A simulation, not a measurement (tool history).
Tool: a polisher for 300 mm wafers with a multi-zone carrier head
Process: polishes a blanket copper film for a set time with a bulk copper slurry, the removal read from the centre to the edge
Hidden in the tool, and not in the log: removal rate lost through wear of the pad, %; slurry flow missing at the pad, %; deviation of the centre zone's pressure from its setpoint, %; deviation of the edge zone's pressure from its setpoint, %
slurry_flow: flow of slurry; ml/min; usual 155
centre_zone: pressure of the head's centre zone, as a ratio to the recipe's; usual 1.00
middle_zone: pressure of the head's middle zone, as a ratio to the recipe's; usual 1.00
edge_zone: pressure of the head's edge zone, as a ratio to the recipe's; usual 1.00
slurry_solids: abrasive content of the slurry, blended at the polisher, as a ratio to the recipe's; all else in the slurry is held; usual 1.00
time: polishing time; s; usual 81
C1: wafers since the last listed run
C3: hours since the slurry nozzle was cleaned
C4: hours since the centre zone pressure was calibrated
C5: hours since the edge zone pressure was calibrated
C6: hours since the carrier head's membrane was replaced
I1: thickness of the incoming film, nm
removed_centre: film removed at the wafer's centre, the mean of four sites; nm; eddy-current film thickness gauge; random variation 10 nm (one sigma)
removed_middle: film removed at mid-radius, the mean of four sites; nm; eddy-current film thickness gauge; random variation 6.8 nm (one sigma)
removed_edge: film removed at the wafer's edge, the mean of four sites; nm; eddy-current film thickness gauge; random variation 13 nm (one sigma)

Run 1, day 0.000: usual settings but slurry_solids 1.10; C1 0; wafers polished on this pad 3832; C3 297.1; C4 553.0; C5 702.2; C6 1726.1; I1 3450.6. Result: removed_centre 1091.1 nm, removed_middle 1079.3 nm, removed_edge 1086.6 nm.
Run 2, day 3.242: usual settings but centre_zone 0.91, slurry_solids 0.75, time 59 s; C1 616; wafers polished on this pad 4449; C3 374.9; C4 630.8; C5 780.0; C6 1803.9; I1 3430.5. Result: removed_centre 649.3 nm, removed_middle 718.1 nm, removed_edge 735.2 nm.
At day 5.617: carrier head's membrane replaced by a new one.
Run 3, day 5.638: usual settings but slurry_solids 1.25; C1 415; wafers polished on this pad 4864; C3 432.4; C4 688.3; C5 837.5; C6 0.5; I1 3440.3. Result: removed_centre 1117.7 nm, removed_middle 1088.9 nm, removed_edge 1106.0 nm.
Run 4, day 8.175: usual settings but slurry_solids 0.95; C1 482; wafers polished on this pad 5347; C3 493.3; C4 749.2; C5 898.4; C6 61.4; I1 3458.4. Result: removed_centre 1014.6 nm, removed_middle 1032.1 nm, removed_edge 1031.4 nm.
At day 8.400: worn pad replaced by a new one.
Run 5, day 11.504: usual settings but edge_zone 1.12, slurry_solids 0.80; C1 601; wafers polished on this pad 590; C3 573.2; C4 829.1; C5 978.3; C6 141.3; I1 3368.1. Result: removed_centre 974.4 nm, removed_middle 990.9 nm, removed_edge 1051.9 nm.
Run 6, day 14.862: usual settings but slurry_flow 170 ml/min; C1 638; wafers polished on this pad 1228; C3 653.8; C4 909.7; C5 1058.9; C6 221.9; I1 3411.3. Result: removed_centre 1042.0 nm, removed_middle 1051.7 nm, removed_edge 1035.4 nm.
Run 7, day 16.467: usual settings but edge_zone 1.06, slurry_solids 1.10; C1 304; wafers polished on this pad 1533; C3 692.3; C4 948.2; C5 1097.4; C6 260.4; I1 3415.6. Result: removed_centre 1031.9 nm, removed_middle 1032.5 nm, removed_edge 1091.5 nm.
Run 8, day 18.262: usual settings; C1 341; wafers polished on this pad 1874; C3 735.4; C4 991.3; C5 1140.5; C6 303.5; I1 3395.3. Result: removed_centre 986.6 nm, removed_middle 1004.4 nm, removed_edge 1033.9 nm.
At day 19.179: slurry nozzle cleaned.
At day 19.488: centre zone pressure recalibrated.
At day 19.567: edge zone pressure recalibrated.
Run 9, day 20.796: usual settings but slurry_flow 190 ml/min, middle_zone 0.92, slurry_solids 0.75, time 66 s; C1 442; wafers polished on this pad 2317; C3 38.8; C4 31.4; C5 29.5; C6 364.3; I1 3373.7. Result: removed_centre 855.5 nm, removed_middle 791.0 nm, removed_edge 844.9 nm.
Run 10, day 24.488: usual settings but middle_zone 0.92, time 58 s; C1 701; wafers polished on this pad 3019; C3 127.4; C4 120.0; C5 118.1; C6 452.9; I1 3416.1. Result: removed_centre 756.4 nm, removed_middle 710.5 nm, removed_edge 774.7 nm.
Run 11, day 28.867: usual settings; C1 832; wafers polished on this pad 3851; C3 232.5; C4 225.1; C5 223.2; C6 558.0; I1 3409.6. Result: removed_centre 1037.6 nm, removed_middle 1073.5 nm, removed_edge 1094.6 nm.
Run 12, day 31.608: usual settings; C1 521; wafers polished on this pad 4372; C3 298.3; C4 290.9; C5 289.0; C6 623.8; I1 3426.6. Result: removed_centre 1050.9 nm, removed_middle 1046.9 nm, removed_edge 1073.6 nm.
Run 13, day 34.429: usual settings but centre_zone 0.96, edge_zone 1.04, slurry_solids 0.75; C1 536; wafers polished on this pad 4908; C3 366.0; C4 358.6; C5 356.7; C6 691.5; I1 3398.2. Result: removed_centre 947.0 nm, removed_middle 988.7 nm, removed_edge 1022.0 nm.
At day 35.692: worn pad replaced by a new one.
Run 14, day 36.242: usual settings but middle_zone 0.94; C1 312; wafers polished on this pad 104; C3 409.5; C4 402.1; C5 400.2; C6 735.0; I1 3462.3. Result: removed_centre 1047.0 nm, removed_middle 988.1 nm, removed_edge 1066.3 nm.
Run 15, day 40.262: usual settings but centre_zone 1.12, middle_zone 1.07, edge_zone 0.94, slurry_solids 1.10; C1 764; wafers polished on this pad 868; C3 506.0; C4 498.6; C5 496.7; C6 831.5; I1 3399.3. Result: removed_centre 1178.2 nm, removed_middle 1120.0 nm, removed_edge 1043.5 nm.
Run 16, day 42.450: usual settings but slurry_solids 1.15; C1 415; wafers polished on this pad 1284; C3 558.5; C4 551.1; C5 549.2; C6 884.0; I1 3440.7. Result: removed_centre 1056.0 nm, removed_middle 1064.9 nm, removed_edge 1065.0 nm.
Run 17, day 44.329: usual settings but slurry_flow 140 ml/min, edge_zone 1.05, slurry_solids 0.80; C1 357; wafers polished on this pad 1641; C3 603.6; C4 596.2; C5 594.3; C6 929.1; I1 3432.3. Result: removed_centre 935.2 nm, removed_middle 945.0 nm, removed_edge 999.9 nm.
Run 18, day 46.562: usual settings; C1 424; wafers polished on this pad 2066; C3 657.2; C4 649.8; C5 647.9; C6 982.7; I1 3366.6. Result: removed_centre 995.6 nm, removed_middle 1015.2 nm, removed_edge 1031.1 nm.
Run 19, day 50.071: usual settings but centre_zone 0.92, slurry_solids 0.70; C1 666; wafers polished on this pad 2732; C3 741.4; C4 734.0; C5 732.1; C6 1066.9; I1 3476.6. Result: removed_centre 841.7 nm, removed_middle 932.1 nm, removed_edge 954.2 nm.
At day 51.404: slurry nozzle cleaned.
Run 20, day 51.588: usual settings but centre_zone 0.92, slurry_solids 1.10, time 62 s; C1 280; wafers polished on this pad 3013; C3 4.4; C4 770.4; C5 768.5; C6 1103.3; I1 3424.8. Result: removed_centre 750.0 nm, removed_middle 838.4 nm, removed_edge 831.7 nm.
At day 57.938: centre zone pressure recalibrated.
Run 21, day 62.125: usual settings but time 69 s; C1 1986; wafers polished on this pad 5000; C3 257.3; C4 100.5; C5 1021.4; C6 1356.2; I1 3418.0. Result: removed_centre 895.9 nm, removed_middle 900.1 nm, removed_edge 904.2 nm.
At day 64.079: worn pad replaced by a new one.
Run 22, day 65.275: usual settings but middle_zone 0.90; C1 567; wafers polished on this pad 227; C3 332.9; C4 176.1; C5 1097.0; C6 1431.8; I1 3408.5. Result: removed_centre 1055.5 nm, removed_middle 969.3 nm, removed_edge 1076.0 nm.

Forecast each of these 3 alternatives for the next run:
Run A, day 65.296: usual settings but centre_zone 0.89; C1 3; wafers polished on this pad 231; C3 333.4; C4 176.6; C5 1097.5; C6 1432.3; I1 3441.9. Result: removed_centre ?, removed_middle ?, removed_edge ?.
Run B, day 65.296: usual settings but centre_zone 1.10, time 70 s; C1 3; wafers polished on this pad 231; C3 333.4; C4 176.6; C5 1097.5; C6 1432.3; I1 3441.9. Result: removed_centre ?, removed_middle ?, removed_edge ?.
Run C, day 65.296: usual settings but middle_zone 0.89, edge_zone 1.07; C1 3; wafers polished on this pad 231; C3 333.4; C4 176.6; C5 1097.5; C6 1432.3; I1 3441.9. Result: removed_centre ?, removed_middle ?, removed_edge ?.

run  removed_centre  removed_middle  removed_edge
  A           943.3          1062.6        1075.3
  B          1009.2           917.2         929.3
  C          1060.1           963.2        1113.2
Without the tool's hidden state the same runs would have given:
run  removed_centre  removed_middle  removed_edge
  A           954.4          1073.7        1083.4
  B          1021.1           926.8         936.2
  C          1072.6           973.3        1121.6
